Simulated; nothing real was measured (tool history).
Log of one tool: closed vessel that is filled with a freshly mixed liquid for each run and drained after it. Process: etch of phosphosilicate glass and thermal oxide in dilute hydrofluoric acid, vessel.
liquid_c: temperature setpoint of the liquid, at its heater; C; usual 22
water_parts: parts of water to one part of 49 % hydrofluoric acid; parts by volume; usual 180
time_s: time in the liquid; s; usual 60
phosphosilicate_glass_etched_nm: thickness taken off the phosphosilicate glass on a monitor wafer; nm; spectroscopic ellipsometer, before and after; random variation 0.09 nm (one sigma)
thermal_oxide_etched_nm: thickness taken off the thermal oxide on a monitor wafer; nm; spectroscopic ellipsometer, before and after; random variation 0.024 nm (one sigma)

| run | day | liquid_c | water_parts | time_s | wafers since the last listed run | hours since the thermometer was replaced | hours since the hydrofluoric acid flow meter was replaced | hours since the gauge calibration | read-back film thickness of the phosphosilicate glass reference wafer, read on the same gauge (nm) | read-back film thickness of the thermal oxide reference wafer, read on the same gauge (nm) | phosphosilicate_glass_etched_nm | thermal_oxide_etched_nm |
|---|---|---|---|---|---|---|---|---|---|---|---|---|
| 1 | 0 | 26 | 225 | 60 | 0 | 1826.2 | 693 | 2488.1 | 102.64 | 41.081 | 27.35 | 1.335 |
| 2 | 1.646 | 26.5 | 255 | 30 | 4013 | 1865.7 | 732.5 | 2527.6 | 102.69 | 41.046 | 11.85 | 0.567 |
| 3 | 4.029 | 25.5 | 180 | 60 | 5812 | 1922.9 | 789.7 | 2584.8 | 102.75 | 41.088 | 35.27 | 1.703 |
| 4 | 6.742 | 22 | 105 | 80 | 6615 | 1988 | 854.8 | 2649.9 | 102.82 | 41.147 | 76.74 | 3.626 |
| 5 | 8.1 | 23.5 | 140 | 90 | 3312 | 2020.6 | 887.4 | 2682.5 | 102.86 | 41.138 | 65.8 | 3.251 |
|  | 9.175 | thermometer replaced |
| 6 | 10.046 | 26 | 180 | 60 | 4643 | 20.9 | 934.1 | 2729.2 | 102.91 | 41.19 | 35.99 | 1.744 |
| 7 | 11.158 | 19.5 | 130 | 70 | 2713 | 47.6 | 960.8 | 2755.9 | 102.95 | 41.178 | 47.94 | 2.313 |
| 8 | 13.521 | 23.5 | 90 | 60 | 5761 | 104.3 | 1017.5 | 2812.6 | 103 | 41.199 | 73.06 | 3.582 |
|  | 13.596 | hydrofluoric acid flow meter replaced |
| 9 | 15.425 | 17 | 120 | 30 | 4542 | 150 | 43.9 | 2858.3 | 103.05 | 41.206 | 20.25 | 0.987 |
|  | 15.679 | gauge calibrated |
| 10 | 16.833 | 22 | 180 | 60 | 3434 | 183.8 | 77.7 | 27.7 | 99.94 | 40.01 | 29.99 | 1.41 |
| 11 | 18.588 | 22 | 145 | 95 | 4277 | 225.9 | 119.8 | 69.8 | 100.01 | 39.974 | 61.08 | 2.971 |
| 12 | 20.554 | 22 | 105 | 35 | 4796 | 273.1 | 167 | 117 | 100.07 | 40.032 | 32.7 | 1.613 |
| 13 | 22.3 | 22 | 180 | 30 | 4257 | 315 | 208.9 | 158.9 | 100.1 | 40.066 | 15.13 | 0.704 |
| 14 | 24.283 | 17.5 | 140 | 35 | 4836 | 362.6 | 256.5 | 206.5 | 100.17 | 40.064 | 19.64 | 0.944 |
| 15 | 26.496 | 22 | 180 | 60 | 5395 | 415.7 | 309.6 | 259.6 | 100.23 | 40.09 | 30.19 | 1.435 |
| 16 | 28.646 | 22 | 255 | 30 | 5243 | 467.3 | 361.2 | 311.2 | 100.3 | 40.105 | 9.87 | 0.474 |
| 17 | 30.379 | 20 | 155 | 45 | 4227 | 508.9 | 402.8 | 352.8 | 100.34 | 40.173 | 25.05 | 1.17 |
| 18 | 33.308 | 18 | 180 | 60 | 7143 | 579.2 | 473.1 | 423.1 | 100.42 | 40.18 | 25.93 | 1.253 |
| 19 | 35.896 | 22 | 225 | 60 | 6310 | 641.3 | 535.2 | 485.2 | 100.51 | 40.22 | 23.07 | 1.086 |
| 20 | 37.804 | 22 | 130 | 60 | 4653 | 687.1 | 581 | 531 | 100.57 | 40.258 | 44.04 | 2.09 |
| 21 | 40.462 | 22 | 130 | 45 | 6483 | 750.9 | 644.8 | 594.8 | 100.61 | 40.26 | 33.25 | 1.63 |
| 22 | 41.996 | 22 | 130 | 60 | 3739 | 787.7 | 681.6 | 631.6 | 100.66 | 40.269 | 44.32 | 2.053 |
| 23 | 43.025 | 22 | 180 | 60 | 2509 | 812.4 | 706.3 | 656.3 | 100.68 | 40.29 | 30.27 | 1.466 |
| 24 | 45.579 | 22 | 205 | 60 | 6229 | 873.7 | 767.6 | 717.6 | 100.75 | 40.292 | 26 | 1.251 |

Here are 5 independent what-if runs from the current tool condition. What would each one return?
| A | 45.608 | 25 | 180 | 60 | 71 | 874.4 | 768.3 | 718.3 | ? | ? | ? | ? |
| B | 45.608 | 17.5 | 240 | 30 | 71 | 874.4 | 768.3 | 718.3 | ? | ? | ? | ? |
| C | 45.608 | 26.5 | 95 | 75 | 71 | 874.4 | 768.3 | 718.3 | ? | ? | ? | ? |
| D | 45.608 | 22 | 180 | 40 | 71 | 874.4 | 768.3 | 718.3 | ? | ? | ? | ? |
| E | 45.608 | 25.5 | 250 | 60 | 71 | 874.4 | 768.3 | 718.3 | ? | ? | ? | ? |

| run | read-back film thickness of the phosphosilicate glass reference wafer, read on the same gauge (nm) | read-back film thickness of the thermal oxide reference wafer, read on the same gauge (nm) | phosphosilicate_glass_etched_nm | thermal_oxide_etched_nm |
|---|---|---|---|---|
| A | 100.75 | 40.314 | 33.93 | 1.671 |
| B | 100.75 | 40.314 | 9.02 | 0.444 |
| C | 100.75 | 40.314 | 94.3 | 4.645 |
| D | 100.75 | 40.314 | 20.2 | 0.995 |
| E | 100.75 | 40.314 | 23.05 | 1.135 |
Without the tool's unlogged condition, the same runs would have read:
| run | phosphosilicate_glass_etched_nm | thermal_oxide_etched_nm |
|---|---|---|
| A | 33.67 | 1.659 |
| B | 8.95 | 0.441 |
| C | 93.59 | 4.61 |
| D | 20.05 | 0.988 |
| E | 22.87 | 1.127 |
